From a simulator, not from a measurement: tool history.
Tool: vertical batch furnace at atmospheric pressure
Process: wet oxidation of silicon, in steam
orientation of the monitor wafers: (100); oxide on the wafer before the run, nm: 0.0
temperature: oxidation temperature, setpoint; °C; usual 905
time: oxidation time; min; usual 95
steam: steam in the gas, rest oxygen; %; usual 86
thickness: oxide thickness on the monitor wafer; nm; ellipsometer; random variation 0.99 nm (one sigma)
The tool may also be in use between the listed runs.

run	hour	temperature	time	steam	read-back reference wafer on the same gauge, thickness	thickness
1	0	905	110.5	86	214.11	250.76
2	86.1	905	95	86	213.85	220.69
3	158.8	905	95	86	214.05	221.32
4	238	905	95	86	214.16	221.21
5	314.6	905	95	86	213.99	219.93
6	355.2	905	95	86	213.92	219.3
7	447.9	905	95	86	213.84	221.13
8	520.2	905	95	86	213.87	219.47
9	598.3	905	95	86	213.9	219.49
10	893.6	905	95	86	213.89	220.43
# hour 931.3: gauge calibrated
11	958.1	905	95	86	214.14	218.44
12	1009.9	905	95	86	213.98	220.88
13	1132.4	905	95	86	213.95	220.05
14	1194.1	890	95	92	213.81	191.49
# hour 1307.4: thermocouples replaced and temperature profile calibrated
15	1330.2	905	95	77	213.88	196.97
16	1431.1	920	122	86	214.1	312.83
17	1479.5	905	95	86	214.12	216.63
18	1682.2	890	137.5	77	214.27	221.52
# hour 1713.9: steam generator serviced
19	1770.4	905	95	86	214.03	226.22

Run 20 comes next. What will it give?
20	1816.2	928	58	86	?	?

read-back reference wafer on the same gauge, thickness: 213.93
thickness: 191.6 nm
Without the tool's hidden state the same run would have given thickness 193.16 nm.
